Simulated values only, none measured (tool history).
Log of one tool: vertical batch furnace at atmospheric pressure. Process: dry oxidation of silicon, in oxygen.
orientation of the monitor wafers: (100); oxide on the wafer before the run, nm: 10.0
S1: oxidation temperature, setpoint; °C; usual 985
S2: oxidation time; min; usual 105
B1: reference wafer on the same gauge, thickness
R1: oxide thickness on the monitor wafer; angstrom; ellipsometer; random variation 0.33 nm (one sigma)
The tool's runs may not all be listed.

run,day,S1,S2,B1,R1
1,0,985,77,61.31,452.9
2,1.167,985,77,63.47,475.1
3,3.408,985,105,63.22,581.7
4,5.05,985,105,62.96,575.6
5,6.392,985,105,62.91,571.5
6,9.346,994,139.5,62.42,748.3
7,11.2,994,139.5,62.32,742.7
8,12.646,970,105,62.09,505.7
9,15.342,970,105,61.94,507.8
10,17.754,970,105,61.81,499.3
11,19.179,972,105,61.73,514.5
12,20.938,972,105,61.68,513.5
13,22.417,985,105,61.45,557.3
14,24.567,985,105,61.43,558.3
15,25.062,985,105,61.4,559
16,27.312,985,105,61.27,556.5
17,30.017,985,105,61.26,562.6
18,31.9,985,105,61.25,559.6
19,33.425,1002,78,61.16,535.4
20,38.862,996,157.5,61.07,797.8
21,40.362,985,105,61.03,559.6
22,41.433,1004,79,60.95,549.6
23,42.821,991,105,61,584
24,45.4,962,105,60.93,473
25,46.996,1009,129,60.93,789.1
26,51.079,985,142.5,60.85,682.7
27,52.121,974,105,60.9,510.9
28,54.662,985,77,63.29,473.8
29,57.2,968,157.5,62.92,658.9
30,61.667,985,105,62.39,570.2
31,64.292,992,153,62.11,775.7
32,66.662,1009,129,61.84,795.9
33,69.504,985,147.5,61.66,700.8
34,71.9,985,147.5,61.54,706.2
35,73.396,1005,105,61.34,674.7
36,75.158,977,87.5,61.36,460.8
37,76.708,985,77,61.23,457.7
38,78.925,985,105,61.19,563.1
39,81.258,962,129,61.01,541.2
40,83.025,985,105,61.04,557.4

Not shown: 4 entries that the log had between the listed runs. Between which runs, and how does the tool's hidden state differ before and after?
Between runs 1 and 2: gauge calibrated (day 0.362)
  gauge reads high (%): -3.72 -> -0.0846
  measured less the result without the state, R1: -17.6 -> -0.4 angstrom
Between runs 13 and 14: thermocouples replaced and temperature profile calibrated (day 24.546)
  gauge reads high (%): -3.24 -> -3.39
  measured less the result without the state, R1: -18.7 -> -19.6 angstrom
Between runs 27 and 28: gauge calibrated (day 53.575)
  gauge reads high (%): -4.31 -> -0.524
  measured less the result without the state, R1: -23 -> -2.5 angstrom
Between runs 30 and 31: boat lift adjusted (day 62.696)
  gauge reads high (%): -1.98 -> -2.39
  measured less the result without the state, R1: -11.6 -> -19.1 angstrom
